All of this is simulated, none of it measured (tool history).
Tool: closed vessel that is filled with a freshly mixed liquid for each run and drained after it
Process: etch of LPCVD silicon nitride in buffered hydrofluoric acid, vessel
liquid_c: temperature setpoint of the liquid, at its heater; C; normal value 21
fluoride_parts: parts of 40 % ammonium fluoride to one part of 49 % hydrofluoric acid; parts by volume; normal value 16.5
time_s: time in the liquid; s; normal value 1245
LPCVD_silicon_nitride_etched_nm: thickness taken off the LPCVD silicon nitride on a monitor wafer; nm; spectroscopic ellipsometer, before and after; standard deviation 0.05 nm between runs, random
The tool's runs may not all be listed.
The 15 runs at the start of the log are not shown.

run     day  liquid_c  fluoride_parts  time_s  read-back film thickness of the LPCVD silicon nitride reference wafer, read on the same gauge (nm)  LPCVD_silicon_nitride_etched_nm
 16  47.038        21            16.5    1245                                                                                               39.99                             8.29
 17  50.267        21            16.5    1245                                                                                               40.02                             8.31
     57.138  -- thermometer replaced
 18  58.112        23            16.5    1245                                                                                               39.99                             9.87
 19  59.779        21              18    1245                                                                                               40.01                             8.11
 20  64.071        21            16.5    1720                                                                                               39.98                            12.13
 21  67.296        25              15     545                                                                                               40.02                             5.27
 22  70.225        21            16.5    1245                                                                                               39.97                             8.62
     70.717  -- gauge calibrated
     71.154  -- hydrofluoric acid flow meter replaced
 23  72.262        23            16.5     710                                                                                               40.05                              5.6
 24  78.521        21            16.5    1245                                                                                               39.99                             8.58
 25  81.292        17            16.5    1705                                                                                                  40                             9.28
 26  83.896        21              10     520                                                                                               40.01                             5.84
 27  87.004        25            16.5    1245                                                                                               39.96                            10.65
 28  90.054        21            20.5    1245                                                                                               39.98                                7
 29  93.733        18              21    1245                                                                                               39.99                             5.79
 30  96.525        21            16.5    1245                                                                                               40.01                             8.46
 31  99.642        21              19    1245                                                                                               39.99                             7.37

Forecast each of these 5 alternatives for the next run:
  A  99.683        21              14    1245                                                                                                   ?                                ?
  B  99.683      19.5            16.5    1245                                                                                                   ?                                ?
  C  99.683        24              18    1795                                                                                                   ?                                ?
  D  99.683        21            14.5    1245                                                                                                   ?                                ?
  E  99.683        21            16.5    1010                                                                                                   ?                                ?

run  read-back film thickness of the LPCVD silicon nitride reference wafer, read on the same gauge (nm)  LPCVD_silicon_nitride_etched_nm
  A                                                                                               40.01                             9.87
  B                                                                                               40.01                             7.72
  C                                                                                               40.01                            13.13
  D                                                                                               40.01                             9.54
  E                                                                                               40.01                             6.81
What these runs would have given with no unlogged condition in the tool:
run  LPCVD_silicon_nitride_etched_nm
  A                            10.31
  B                             8.06
  C                            13.69
  D                             9.96
  E                             7.11

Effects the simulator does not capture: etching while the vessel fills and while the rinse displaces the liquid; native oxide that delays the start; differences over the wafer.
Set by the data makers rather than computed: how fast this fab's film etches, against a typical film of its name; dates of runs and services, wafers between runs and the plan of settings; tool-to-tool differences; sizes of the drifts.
